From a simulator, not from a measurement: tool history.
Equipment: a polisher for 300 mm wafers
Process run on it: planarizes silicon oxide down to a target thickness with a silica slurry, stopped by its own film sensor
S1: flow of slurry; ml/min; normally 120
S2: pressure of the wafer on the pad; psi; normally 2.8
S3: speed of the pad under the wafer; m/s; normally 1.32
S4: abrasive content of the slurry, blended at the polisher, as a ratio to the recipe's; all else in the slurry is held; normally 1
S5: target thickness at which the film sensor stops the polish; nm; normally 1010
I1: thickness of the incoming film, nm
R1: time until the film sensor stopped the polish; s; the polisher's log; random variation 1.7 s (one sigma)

| run | hour | S1 | S2 | S3 | S4 | S5 | I1 | R1 |
|---|---|---|---|---|---|---|---|---|
| 1 | 0 | 120 | 2.8 | 1.32 | 1 | 1010 | 1290.4 | 116.5 |
|  | 12.4 | conditioning disc replaced and pad reconditioned |
| 2 | 17.6 | 120 | 2.8 | 1.32 | 1 | 1010 | 1309.9 | 130.3 |
| 3 | 25 | 120 | 2.8 | 1.32 | 1 | 1010 | 1328.1 | 138 |
| 4 | 42.2 | 120 | 2.8 | 1.32 | 1 | 1010 | 1311.7 | 135.1 |
| 5 | 52.2 | 120 | 2.8 | 1.32 | 1.2 | 1010 | 1302.1 | 121.3 |
| 6 | 61 | 120 | 2.8 | 1.32 | 1.2 | 1010 | 1323 | 132.7 |
| 7 | 68.7 | 120 | 2.8 | 1.32 | 1.2 | 1010 | 1308.7 | 130.5 |
| 8 | 82.2 | 120 | 2.8 | 1.32 | 1 | 1010 | 1309.2 | 144.9 |
|  | 90.5 | slurry nozzle cleaned |
|  | 94.3 | slurry blender recalibrated |
| 9 | 98.9 | 120 | 2.8 | 1.32 | 1 | 1010 | 1303.1 | 108.6 |

The next listed run, before its measurement:
|  | 110.8 | conditioning disc replaced and pad reconditioned |
|  | 111 | head pressure recalibrated |
|  | 114 | worn pad replaced by a new one |
| 10 | 114.5 | 120 | 3.2 | 1.32 | 1.1 | 1010 | 1305.2 | ? |

Run 10 gave R1 93.4 s.
Minus the tool's unlogged condition, the same run would have read R1 92.8 s.
